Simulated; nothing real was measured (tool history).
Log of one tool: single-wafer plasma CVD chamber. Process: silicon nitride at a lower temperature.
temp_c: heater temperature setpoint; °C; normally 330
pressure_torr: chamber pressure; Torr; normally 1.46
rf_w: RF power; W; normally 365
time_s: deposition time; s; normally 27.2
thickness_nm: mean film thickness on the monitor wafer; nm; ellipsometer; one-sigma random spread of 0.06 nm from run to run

| run | hour | temp_c | pressure_torr | rf_w | time_s | read-back reference wafer on the same gauge, thickness_nm | thickness_nm |
|---|---|---|---|---|---|---|---|
| 1 | 0.0 | 325 | 1.46 | 400 | 27.2 | 28.799 | 34.348 |
| 2 | 15.4 | 330 | 1.46 | 365 | 27.2 | 28.806 | 31.863 |
| 3 | 29.5 | 330 | 1.46 | 365 | 27.2 | 28.793 | 31.676 |
| 4 | 37.8 | 330 | 1.46 | 365 | 27.2 | 28.800 | 31.696 |
| 5 | 55.6 | 330 | 1.46 | 365 | 27.2 | 28.792 | 31.743 |
| 6 | 66.3 | 319 | 1.46 | 320 | 27.2 | 28.808 | 28.232 |
| 7 | 77.7 | 319 | 1.46 | 320 | 27.2 | 28.783 | 28.223 |
| 8 | 91.7 | 319 | 1.46 | 320 | 27.2 | 28.803 | 28.259 |
| 9 | 99.7 | 335 | 1.46 | 365 | 28.9 | 28.791 | 33.657 |
|  | 112.3 | gauge calibrated |
|  | 120.0 | RF generator calibrated |
|  | 121.3 | capacitance manometer re-zeroed and calibrated |
| 10 | 121.8 | 335 | 1.46 | 365 | 28.9 | 28.812 | 36.165 |
| 11 | 122.1 | 330 | 1.46 | 365 | 27.2 | 28.803 | 34.113 |
| 12 | 129.4 | 330 | 1.36 | 425 | 31.4 | 28.792 | 43.465 |
| 13 | 137.2 | 330 | 1.46 | 335 | 22.3 | 28.803 | 25.942 |
|  | 155.4 | thermocouple changed; heater temperature recalibrated |
| 14 | 155.9 | 323 | 1.46 | 365 | 22.6 | 28.791 | 28.361 |
|  | 186.8 | showerhead replaced |
| 15 | 197.8 | 330 | 1.46 | 365 | 27.2 | 28.810 | 33.979 |
| 16 | 209.3 | 341 | 1.46 | 365 | 27.2 | 28.812 | 33.703 |
| 17 | 216.3 | 336 | 1.28 | 365 | 27.2 | 28.798 | 32.342 |
| 18 | 224.6 | 330 | 1.46 | 335 | 22.3 | 28.789 | 25.799 |
| 19 | 236.0 | 330 | 1.46 | 365 | 27.2 | 28.807 | 33.797 |
| 20 | 248.7 | 330 | 1.46 | 365 | 27.2 | 28.809 | 33.695 |
| 21 | 256.9 | 330 | 1.46 | 365 | 27.2 | 28.805 | 33.757 |
| 22 | 264.4 | 330 | 1.46 | 335 | 27.2 | 28.803 | 31.298 |
| 23 | 273.7 | 330 | 1.29 | 320 | 27.2 | 28.803 | 28.889 |

What would each run have given without the hidden state, its run-to-run variation left as it was?
The tool's hidden condition here consists of: wafer temperature above the value expected at the setpoint (K); delivered RF power above the setpoint (%); true pressure above the setpoint (%); gauge reads high (%).
| run | thickness_nm |
|---|---|
| 1 | 37.076 |
| 2 | 34.491 |
| 3 | 34.292 |
| 4 | 34.316 |
| 5 | 34.370 |
| 6 | 30.716 |
| 7 | 30.708 |
| 8 | 30.750 |
| 9 | 36.451 |
| 10 | 36.373 |
| 11 | 34.311 |
| 12 | 43.729 |
| 13 | 26.137 |
| 14 | 28.616 |
| 15 | 34.413 |
| 16 | 34.167 |
| 17 | 32.807 |
| 18 | 26.204 |
| 19 | 34.340 |
| 20 | 34.272 |
| 21 | 34.359 |
| 22 | 31.898 |
| 23 | 29.471 |
